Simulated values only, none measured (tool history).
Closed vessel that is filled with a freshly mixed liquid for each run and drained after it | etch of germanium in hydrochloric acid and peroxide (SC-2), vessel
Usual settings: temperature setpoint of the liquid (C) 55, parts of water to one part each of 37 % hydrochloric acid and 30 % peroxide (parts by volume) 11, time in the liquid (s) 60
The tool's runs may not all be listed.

run,day,temperature setpoint of the liquid (C),parts of water to one part each of 37 % hydrochloric acid and 30 % peroxide (parts by volume),time in the liquid (s),wafers since the last listed run,hours since the thermometer was replaced,hours since the chemicals flow meter was replaced,hours since the drum of peroxide was connected,hours since the gauge calibration,"read-back film thickness of the germanium reference wafer, read on the same gauge (nm)",thickness taken off the germanium on a monitor wafer (nm)
1,0,55,11,60,0,2102.1,985.2,342.1,1066.5,59.98,201.16
2,0.983,55,11,60,2021,2125.7,1008.8,365.7,1090.1,59.97,201.04
3,1.942,55,11,60,1970,2148.7,1031.8,388.7,1113.1,60.01,199.97
# day 3.488: gauge calibrated
4,3.958,55,11,60,4146,2197.1,1080.2,437.1,11.3,60.02,201.9
5,4.629,55,11,60,1379,2213.2,1096.3,453.2,27.4,60,200.87
# day 5.612: new drum of peroxide connected
6,5.992,55,11,60,2715,2245.9,1129,9.1,60.1,60.03,202.59
# day 6.575: thermometer replaced
7,7.354,55,11,60,2715,18.7,1161.7,41.8,92.8,60.02,190.37
8,8.188,55,11,60,1713,38.7,1181.7,61.8,112.8,59.96,189.63
9,9.517,55,11,60,2732,70.6,1213.6,93.7,144.7,60.02,189.4
10,11.075,55,11,60,3203,108,1251,131.1,182.1,60.02,190.33
11,12.192,55,11,60,2295,134.8,1277.8,157.9,208.9,60.02,190.86
12,13.154,55,11,35,1978,157.9,1300.9,181,232,60.02,110.75
13,14,55,11,60,1738,178.2,1321.2,201.3,252.3,60.05,190.77
14,15.221,52,7,35,2509,207.5,1350.5,230.6,281.6,59.96,105.47
15,15.775,55,11,60,1139,220.8,1363.8,243.9,294.9,60.02,190.73
16,17.121,55,12.5,85,2766,253.1,1396.1,276.2,327.2,60,265.77
17,17.696,55,13,40,1182,266.9,1409.9,290,341,60.02,124.39
18,18.517,50,14.5,60,1687,286.6,1429.6,309.7,360.7,60.02,157.54
# day 19.558: chemicals flow meter replaced
19,19.579,58.5,6,90,2098,312.1,0.5,335.2,386.2,60.01,333.78
20,20.967,55,11,60,2852,345.4,33.8,368.5,419.5,60,190.86
21,22.371,55,12.5,85,2886,379.1,67.5,402.2,453.2,60.02,265.1
22,23.396,46,7,85,2107,403.7,92.1,426.8,477.8,60.03,211.85
23,24.017,55,12.5,85,1276,418.6,107,441.7,492.7,59.98,265.36
24,24.692,55,11,60,1387,434.8,123.2,457.9,508.9,60.01,191.29
25,25.896,60,12.5,85,2475,463.7,152.1,486.8,537.8,60.04,307.14
26,27.025,52.5,11,60,2321,490.8,179.2,513.9,564.9,60.01,177.13
27,28.375,65,11,90,2775,523.2,211.6,546.3,597.3,60,383.14
# day 29.488: new drum of peroxide connected
28,29.508,47,7.5,80,2244,550.4,238.8,0.5,624.5,60,207.71
29,31.146,55,11,30,3366,589.7,278.1,39.8,663.8,60.05,96.97
30,32.454,46.5,7.5,85,2689,621.1,309.5,71.2,695.2,59.99,216.99
31,33.221,55,15.5,85,1576,639.5,327.9,89.6,713.6,59.99,261.38

3 ways to go on from here, each from the tool as it stands after run 31. What would each give?
A,33.25,55,11,40,59,640.2,328.6,90.3,714.3,?,?
B,33.25,58.5,11,30,59,640.2,328.6,90.3,714.3,?,?
C,33.25,50.5,11,60,59,640.2,328.6,90.3,714.3,?,?

run,"read-back film thickness of the germanium reference wafer, read on the same gauge (nm)",thickness taken off the germanium on a monitor wafer (nm)
A,60,129.6
B,60,107.85
C,60,169.43
Without the tool's hidden state the same runs would have given:
run,thickness taken off the germanium on a monitor wafer (nm)
A,127.04
B,105.79
C,165.95

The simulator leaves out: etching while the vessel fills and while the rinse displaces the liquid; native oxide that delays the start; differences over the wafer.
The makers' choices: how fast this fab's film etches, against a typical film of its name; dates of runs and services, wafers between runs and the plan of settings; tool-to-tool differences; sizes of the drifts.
